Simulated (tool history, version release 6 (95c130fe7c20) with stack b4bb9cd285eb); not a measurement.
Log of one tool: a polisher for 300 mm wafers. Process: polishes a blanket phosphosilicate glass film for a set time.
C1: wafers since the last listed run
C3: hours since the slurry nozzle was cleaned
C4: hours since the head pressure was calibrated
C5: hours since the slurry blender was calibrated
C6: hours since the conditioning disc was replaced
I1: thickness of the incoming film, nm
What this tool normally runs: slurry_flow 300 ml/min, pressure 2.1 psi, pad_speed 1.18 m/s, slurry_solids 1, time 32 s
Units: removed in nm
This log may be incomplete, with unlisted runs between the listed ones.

{"run": 1, "hour": 0.0, "slurry_flow": 375, "pressure": 2.1, "pad_speed": 1.18, "slurry_solids": 1, "time": 32, "C1": 0, "wafers polished on this pad": 611, "C3": 396.5, "C4": 747.4, "C5": 3.2, "C6": 72.2, "I1": 2005.5, "removed": 240.4}
{"run": 2, "hour": 38.3, "slurry_flow": 300, "pressure": 2.1, "pad_speed": 1.18, "slurry_solids": 1, "time": 32, "C1": 334, "wafers polished on this pad": 946, "C3": 434.8, "C4": 785.7, "C5": 41.5, "C6": 110.5, "I1": 2002.1, "removed": 237.8}
{"hour": 94.7, "done": "worn pad replaced by a new one"}
{"run": 3, "hour": 145.7, "slurry_flow": 300, "pressure": 2.1, "pad_speed": 1.02, "slurry_solids": 1, "time": 32, "C1": 904, "wafers polished on this pad": 445, "C3": 542.2, "C4": 893.1, "C5": 148.9, "C6": 217.9, "I1": 1988.2, "removed": 209.5}
{"hour": 150.9, "done": "conditioning disc replaced and pad reconditioned"}
{"hour": 190.4, "done": "slurry blender recalibrated"}
{"run": 4, "hour": 219.5, "slurry_flow": 300, "pressure": 2.1, "pad_speed": 1.02, "slurry_solids": 1, "time": 32, "C1": 610, "wafers polished on this pad": 1056, "C3": 616, "C4": 966.9, "C5": 29.1, "C6": 68.6, "I1": 2014.6, "removed": 212.9}
{"hour": 248.3, "done": "worn pad replaced by a new one"}
{"hour": 269.6, "done": "head pressure recalibrated"}
{"run": 5, "hour": 288.1, "slurry_flow": 300, "pressure": 2.1, "pad_speed": 1.02, "slurry_solids": 1, "time": 32, "C1": 547, "wafers polished on this pad": 330, "C3": 684.6, "C4": 18.5, "C5": 97.7, "C6": 137.2, "I1": 1977.7, "removed": 219.7}
{"hour": 292.6, "done": "slurry nozzle cleaned"}
{"run": 6, "hour": 335.8, "slurry_flow": 300, "pressure": 2.1, "pad_speed": 1.18, "slurry_solids": 1, "time": 32, "C1": 408, "wafers polished on this pad": 738, "C3": 43.2, "C4": 66.2, "C5": 145.4, "C6": 184.9, "I1": 2005.1, "removed": 249.1}
{"hour": 342.5, "done": "slurry blender recalibrated"}
{"run": 7, "hour": 394.4, "slurry_flow": 300, "pressure": 2.1, "pad_speed": 1.18, "slurry_solids": 1, "time": 32, "C1": 494, "wafers polished on this pad": 1233, "C3": 101.8, "C4": 124.8, "C5": 51.9, "C6": 243.5, "I1": 1975.7, "removed": 248.8}
{"hour": 416.9, "done": "conditioning disc replaced and pad reconditioned"}
{"hour": 438.1, "done": "worn pad replaced by a new one"}
{"run": 8, "hour": 447.5, "slurry_flow": 375, "pressure": 1.5, "pad_speed": 1.18, "slurry_solids": 1, "time": 32, "C1": 411, "wafers polished on this pad": 81, "C3": 154.9, "C4": 177.9, "C5": 105, "C6": 30.6, "I1": 1969.5, "removed": 178.9}
{"hour": 487.1, "done": "slurry blender recalibrated"}
{"run": 9, "hour": 554.4, "slurry_flow": 300, "pressure": 2.1, "pad_speed": 1.18, "slurry_solids": 1, "time": 32, "C1": 917, "wafers polished on this pad": 999, "C3": 261.8, "C4": 284.8, "C5": 67.3, "C6": 137.5, "I1": 1972.7, "removed": 240.3}
{"run": 10, "hour": 613.5, "slurry_flow": 300, "pressure": 2.1, "pad_speed": 1.18, "slurry_solids": 1.15, "time": 32, "C1": 516, "wafers polished on this pad": 1515, "C3": 320.9, "C4": 343.9, "C5": 126.4, "C6": 196.6, "I1": 1951, "removed": 259.3}
{"hour": 626.4, "done": "worn pad replaced by a new one, of another model than before"}
{"hour": 654.5, "done": "slurry blender recalibrated"}
{"run": 11, "hour": 664.2, "slurry_flow": 300, "pressure": 2.5, "pad_speed": 1.18, "slurry_solids": 1, "time": 32, "C1": 390, "wafers polished on this pad": 312, "C3": 371.6, "C4": 394.6, "C5": 9.7, "C6": 247.3, "I1": 1992.3, "removed": 267.1}
{"hour": 690.7, "done": "conditioning disc replaced and pad reconditioned"}
{"run": 12, "hour": 742.8, "slurry_flow": 300, "pressure": 2.1, "pad_speed": 1.18, "slurry_solids": 1, "time": 32, "C1": 669, "wafers polished on this pad": 982, "C3": 450.2, "C4": 473.2, "C5": 88.3, "C6": 52.1, "I1": 1954.7, "removed": 244.2}
{"hour": 784.2, "done": "worn pad replaced by a new one"}
{"run": 13, "hour": 784.7, "slurry_flow": 300, "pressure": 2.1, "pad_speed": 1.34, "slurry_solids": 1, "time": 32, "C1": 331, "wafers polished on this pad": 4, "C3": 492.1, "C4": 515.1, "C5": 130.2, "C6": 94, "I1": 1986.2, "removed": 264.5}
{"hour": 827.1, "done": "slurry blender recalibrated"}
{"run": 14, "hour": 843.5, "slurry_flow": 300, "pressure": 1.5, "pad_speed": 1.46, "slurry_solids": 0.75, "time": 40, "C1": 496, "wafers polished on this pad": 500, "C3": 550.9, "C4": 573.9, "C5": 16.4, "C6": 152.8, "I1": 1965.9, "removed": 258.9}

Below are 5 alternative next runs, each starting from the tool's condition after run 14. Predict each:
{"run": "A", "hour": 843.9, "slurry_flow": 300, "pressure": 2.1, "pad_speed": 1.18, "slurry_solids": 1, "time": 32, "C1": 3, "wafers polished on this pad": 504, "C3": 551.3, "C4": 574.3, "C5": 16.8, "C6": 153.2, "I1": 2012.5, "removed": "?"}
{"run": "B", "hour": 843.9, "slurry_flow": 300, "pressure": 2.4, "pad_speed": 0.76, "slurry_solids": 1, "time": 39, "C1": 3, "wafers polished on this pad": 504, "C3": 551.3, "C4": 574.3, "C5": 16.8, "C6": 153.2, "I1": 2012.5, "removed": "?"}
{"run": "C", "hour": 843.9, "slurry_flow": 300, "pressure": 2.1, "pad_speed": 1.44, "slurry_solids": 1, "time": 21, "C1": 3, "wafers polished on this pad": 504, "C3": 551.3, "C4": 574.3, "C5": 16.8, "C6": 153.2, "I1": 2012.5, "removed": "?"}
{"run": "D", "hour": 843.9, "slurry_flow": 300, "pressure": 2.1, "pad_speed": 0.98, "slurry_solids": 1, "time": 32, "C1": 3, "wafers polished on this pad": 504, "C3": 551.3, "C4": 574.3, "C5": 16.8, "C6": 153.2, "I1": 2012.5, "removed": "?"}
{"run": "E", "hour": 843.9, "slurry_flow": 365, "pressure": 2.1, "pad_speed": 1.18, "slurry_solids": 1, "time": 32, "C1": 3, "wafers polished on this pad": 504, "C3": 551.3, "C4": 574.3, "C5": 16.8, "C6": 153.2, "I1": 2012.5, "removed": "?"}

run=A removed=246.7
run=B removed=250.2
run=C removed=183.9
run=D removed=220.1
run=E removed=248.5
Stripped of hidden state, with their random variation kept, the same runs would have yielded:
run=A removed=251.2
run=B removed=254.7
run=C removed=187.3
run=D removed=224
run=E removed=253

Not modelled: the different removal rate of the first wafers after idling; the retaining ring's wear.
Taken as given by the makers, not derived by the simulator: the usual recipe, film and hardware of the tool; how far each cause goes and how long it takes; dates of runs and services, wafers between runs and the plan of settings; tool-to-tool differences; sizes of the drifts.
